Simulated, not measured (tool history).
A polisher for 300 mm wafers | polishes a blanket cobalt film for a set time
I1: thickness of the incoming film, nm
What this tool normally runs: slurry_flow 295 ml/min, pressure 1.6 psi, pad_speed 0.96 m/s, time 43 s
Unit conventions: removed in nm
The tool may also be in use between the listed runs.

{"run": 1, "hour": 0.0, "slurry_flow": 295, "pressure": 1.2, "pad_speed": 1.2, "time": 43, "I1": 1143.1, "removed": 130.6}
{"run": 2, "hour": 9.8, "slurry_flow": 295, "pressure": 1.6, "pad_speed": 0.96, "time": 43, "I1": 1156.9, "removed": 140}
{"run": 3, "hour": 19.3, "slurry_flow": 295, "pressure": 1.6, "pad_speed": 0.96, "time": 43, "I1": 1155.7, "removed": 140.8}
{"run": 4, "hour": 26.5, "slurry_flow": 295, "pressure": 1.6, "pad_speed": 1.04, "time": 43, "I1": 1152.3, "removed": 151.1}
{"run": 5, "hour": 44.4, "slurry_flow": 295, "pressure": 1.6, "pad_speed": 1.04, "time": 43, "I1": 1162.8, "removed": 150.8}
{"run": 6, "hour": 61.7, "slurry_flow": 240, "pressure": 1.6, "pad_speed": 0.96, "time": 43, "I1": 1157.2, "removed": 136}
{"hour": 75.2, "done": "worn pad replaced by a new one"}
{"run": 7, "hour": 76.2, "slurry_flow": 215, "pressure": 1.3, "pad_speed": 0.96, "time": 43, "I1": 1153.1, "removed": 108.8}
{"hour": 90.4, "done": "slurry nozzle cleaned"}
{"run": 8, "hour": 91.2, "slurry_flow": 215, "pressure": 1.3, "pad_speed": 0.96, "time": 43, "I1": 1172.6, "removed": 109}
{"run": 9, "hour": 106.0, "slurry_flow": 295, "pressure": 1.6, "pad_speed": 0.84, "time": 43, "I1": 1141.2, "removed": 120.8}
{"run": 10, "hour": 124.0, "slurry_flow": 295, "pressure": 1.6, "pad_speed": 0.96, "time": 43, "I1": 1143.8, "removed": 140.2}
{"run": 11, "hour": 141.7, "slurry_flow": 295, "pressure": 1.6, "pad_speed": 1.2, "time": 43, "I1": 1143.7, "removed": 175.9}
{"hour": 144.0, "done": "head pressure recalibrated"}
{"hour": 151.9, "done": "worn pad replaced by a new one"}
{"run": 12, "hour": 159.2, "slurry_flow": 295, "pressure": 2.1, "pad_speed": 0.96, "time": 43, "I1": 1127.8, "removed": 179.6}
{"run": 13, "hour": 175.1, "slurry_flow": 295, "pressure": 1.6, "pad_speed": 0.96, "time": 43, "I1": 1140, "removed": 138.5}
{"run": 14, "hour": 191.2, "slurry_flow": 220, "pressure": 1.1, "pad_speed": 1.18, "time": 36, "I1": 1159.1, "removed": 96.5}
{"run": 15, "hour": 205.5, "slurry_flow": 295, "pressure": 1.2, "pad_speed": 1.2, "time": 43, "I1": 1152.2, "removed": 131.5}
{"run": 16, "hour": 218.5, "slurry_flow": 295, "pressure": 1.6, "pad_speed": 0.62, "time": 43, "I1": 1152.6, "removed": 90.1}

The tool's hidden state at each run:
removal rate lost through wear of the pad, %: 0 at every run
slurry flow missing at the pad, %: 0 at every run
deviation of the head's pressure from its setpoint, %: 0 at every run
